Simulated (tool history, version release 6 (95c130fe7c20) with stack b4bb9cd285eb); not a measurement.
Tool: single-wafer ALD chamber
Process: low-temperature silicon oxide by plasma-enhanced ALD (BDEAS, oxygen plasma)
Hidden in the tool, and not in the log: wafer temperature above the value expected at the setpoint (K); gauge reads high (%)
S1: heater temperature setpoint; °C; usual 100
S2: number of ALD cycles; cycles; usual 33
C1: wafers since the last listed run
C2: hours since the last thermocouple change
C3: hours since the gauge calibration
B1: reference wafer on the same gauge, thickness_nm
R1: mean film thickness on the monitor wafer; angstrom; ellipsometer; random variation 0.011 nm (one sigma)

Run 1, hour 0: usual settings but S1 105 °C; C1 0; C2 2545.4; C3 275.6; B1 4.591. Result: R1 43.92 angstrom.
Run 2, hour 35.5: usual settings but S1 111 °C, S2 31 cycles; C1 309; C2 2580.9; C3 311.1; B1 4.596. Result: R1 40.91 angstrom.
Run 3, hour 48.9: usual settings but S1 111 °C, S2 31 cycles; C1 116; C2 2594.3; C3 324.5; B1 4.596. Result: R1 40.85 angstrom.
Run 4, hour 79.4: usual settings but S2 38 cycles; C1 266; C2 2624.8; C3 355; B1 4.602. Result: R1 51.07 angstrom.
Run 5, hour 107.8: usual settings but S2 38 cycles; C1 247; C2 2653.2; C3 383.4; B1 4.606. Result: R1 51.43 angstrom.
Run 6, hour 121: usual settings but S1 110 °C; C1 115; C2 2666.4; C3 396.6; B1 4.612. Result: R1 43.64 angstrom.
Run 7, hour 133.3: usual settings but S1 110 °C; C1 107; C2 2678.7; C3 408.9; B1 4.613. Result: R1 43.66 angstrom.
Run 8, hour 155.4: usual settings but S1 110 °C; C1 192; C2 2700.8; C3 431; B1 4.62. Result: R1 43.79 angstrom.
Run 9, hour 184.5: usual settings; C1 253; C2 2729.9; C3 460.1; B1 4.626. Result: R1 44.49 angstrom.
Run 10, hour 216.2: usual settings but S1 91 °C; C1 276; C2 2761.6; C3 491.8; B1 4.631. Result: R1 46.15 angstrom.
Run 11, hour 251.8: usual settings but S1 91 °C; C1 310; C2 2797.2; C3 527.4; B1 4.628. Result: R1 45.97 angstrom.
At hour 283.7: thermocouple changed; heater temperature recalibrated.
Run 12, hour 287.6: usual settings but S1 91 °C; C1 242; C2 3.9; C3 563.2; B1 4.639. Result: R1 46.6 angstrom.
Run 13, hour 312.3: usual settings but S1 95 °C, S2 38 cycles; C1 215; C2 28.6; C3 587.9; B1 4.645. Result: R1 52.5 angstrom.
Run 14, hour 327.3: usual settings but S1 93 °C, S2 37 cycles; C1 130; C2 43.6; C3 602.9; B1 4.642. Result: R1 51.49 angstrom.
At hour 328.5: gauge calibrated.
Run 15, hour 354.6: usual settings but S1 95 °C; C1 238; C2 70.9; C3 26.1; B1 4.556. Result: R1 44.76 angstrom.
Run 16, hour 385.3: usual settings but S1 106 °C, S2 29 cycles; C1 267; C2 101.6; C3 56.8; B1 4.566. Result: R1 38.33 angstrom.
Run 17, hour 481.6: usual settings but S1 90 °C, S2 29 cycles; C1 840; C2 197.9; C3 153.1; B1 4.584. Result: R1 40.43 angstrom.
Run 18, hour 511.6: usual settings; C1 261; C2 227.9; C3 183.1; B1 4.579. Result: R1 44.27 angstrom.
Run 19, hour 545.5: usual settings but S1 93 °C, S2 31 cycles; C1 295; C2 261.8; C3 217; B1 4.591. Result: R1 42.77 angstrom.
Run 20, hour 574.6: usual settings but S1 95 °C, S2 26 cycles; C1 253; C2 290.9; C3 246.1; B1 4.595. Result: R1 35.56 angstrom.
Run 21, hour 587.1: usual settings; C1 109; C2 303.4; C3 258.6; B1 4.593. Result: R1 44.48 angstrom.
Run 22, hour 600.7: usual settings; C1 118; C2 317; C3 272.2; B1 4.597. Result: R1 44.45 angstrom.
Run 23, hour 631.6: usual settings but S1 108 °C, S2 37 cycles; C1 269; C2 347.9; C3 303.1; B1 4.6. Result: R1 49.2 angstrom.
Run 24, hour 656: usual settings but S2 37 cycles; C1 212; C2 372.3; C3 327.5; B1 4.603. Result: R1 49.88 angstrom.
Run 25, hour 686.5: usual settings but S2 31 cycles; C1 266; C2 402.8; C3 358; B1 4.616. Result: R1 41.69 angstrom.

3 ways to go on from here, each from the tool as it stands after run 25. What would each give?
Run A, hour 687: usual settings; C1 4; C2 403.3; C3 358.5; B1 ?. Result: R1 ?.
Run B, hour 687: usual settings but S1 113 °C; C1 4; C2 403.3; C3 358.5; B1 ?. Result: R1 ?.
Run C, hour 687: usual settings but S1 86 °C, S2 40 cycles; C1 4; C2 403.3; C3 358.5; B1 ?. Result: R1 ?.

run     B1     R1
  A  4.615  44.51
  B  4.615   43.4
  C  4.615  56.85
Without the tool's hidden state the same runs would have given:
run     R1
  A  43.91
  B  42.82
  C  56.09

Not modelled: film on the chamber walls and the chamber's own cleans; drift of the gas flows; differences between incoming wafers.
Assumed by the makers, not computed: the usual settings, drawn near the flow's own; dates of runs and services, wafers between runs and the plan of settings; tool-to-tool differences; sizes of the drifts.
